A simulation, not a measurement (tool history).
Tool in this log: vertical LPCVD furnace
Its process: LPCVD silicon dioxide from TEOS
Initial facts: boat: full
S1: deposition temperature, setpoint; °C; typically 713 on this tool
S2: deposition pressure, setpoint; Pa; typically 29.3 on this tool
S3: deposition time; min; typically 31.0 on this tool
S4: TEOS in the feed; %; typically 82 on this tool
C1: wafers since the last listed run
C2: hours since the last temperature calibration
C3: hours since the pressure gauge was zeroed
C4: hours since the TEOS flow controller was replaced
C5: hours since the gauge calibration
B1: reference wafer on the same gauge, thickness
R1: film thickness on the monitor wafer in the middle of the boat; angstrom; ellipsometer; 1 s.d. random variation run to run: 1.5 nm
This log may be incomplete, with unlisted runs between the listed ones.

run   hour   S1    S2    S3  S4   C1      C2      C3      C4     C5      B1      R1
  1    0.0  713  29.3  31.0  88    0  3918.8  2986.7  5019.5  529.9  260.00  2661.4
  2   22.4  713  34.0  31.0  82  290  3941.2  3009.1  5041.9  552.3  260.03  2778.1
  3   40.9  713  34.0  31.0  82  239  3959.7  3027.6  5060.4  570.8  260.36  2779.5
  4   55.4  713  34.0  31.0  82  188  3974.2  3042.1  5074.9  585.3  259.96  2797.0
  5   83.8  707  29.3  31.0  92  368  4002.6  3070.5  5103.3  613.7  260.02  2388.5
  6  159.5  713  29.3  31.0  82  981  4078.3  3146.2  5179.0  689.4  259.87  2585.3
  7  188.4  713  29.3  31.0  82  374  4107.2  3175.1  5207.9  718.3  260.22  2581.3
     190.0  -- gauge calibrated
  8  200.6  713  29.3  31.0  82  158  4119.4  3187.3  5220.1   10.6  260.03  2589.6
  9  236.6  709  29.3  31.0  82  466  4155.4  3223.3  5256.1   46.6  260.10  2347.1
 10  306.4  713  29.3  31.0  82  905  4225.2  3293.1  5325.9  116.4  260.13  2582.3
     349.7  -- TEOS flow controller replaced
 11  350.2  713  29.3  31.0  82  256  4269.0  3336.9     0.5  160.2  260.17  2592.4
 12  354.6  707  24.7  20.5  71   57  4273.4  3341.3     4.9  164.6  260.04  1271.0
 13  374.1  707  24.7  20.5  71  252  4292.9  3360.8    24.4  184.1  259.77  1271.9
 14  406.5  722  29.3  42.0  82  420  4325.3  3393.2    56.8  216.5  260.05  4302.9
     441.0  -- thermocouples replaced and temperature profile calibrated
     445.1  -- pressure gauge zeroed
 15  445.6  702  24.7  31.0  82  142     4.6     0.5    95.9  255.6  259.91  1842.1
 16  453.1  706  36.0  31.0  75   97    12.1     8.0   103.4  263.1  260.12  2337.6
 17  467.6  709  33.3  31.0  67  188    26.6    22.5   117.9  277.6  260.03  2285.5
 18  490.1  713  22.7  31.0  82  291    49.1    45.0   140.4  300.1  260.09  2266.5
 19  502.9  713  29.3  31.0  82  166    61.9    57.8   153.2  312.9  259.91  2587.1
 20  522.5  713  29.3  31.0  82  254    81.5    77.4   172.8  332.5  259.95  2578.7
 21  539.5  709  25.3  25.0  71  220    98.5    94.4   189.8  349.5  260.16  1654.5
 22  570.7  713  29.3  31.0  82  404   129.7   125.6   221.0  380.7  259.81  2578.1

How the hidden state differs across the entries between the runs, from the last listed run before each to the first after it:
After run 7, before run 8: gauge calibrated (hour 190.0)
  no hidden state differs between the two runs
After run 10, before run 11: TEOS flow controller replaced (hour 349.7)
  no hidden state differs between the two runs
After run 14, before run 15: thermocouples replaced and temperature profile calibrated (hour 441.0); pressure gauge zeroed (hour 445.1)
  no hidden state differs between the two runs
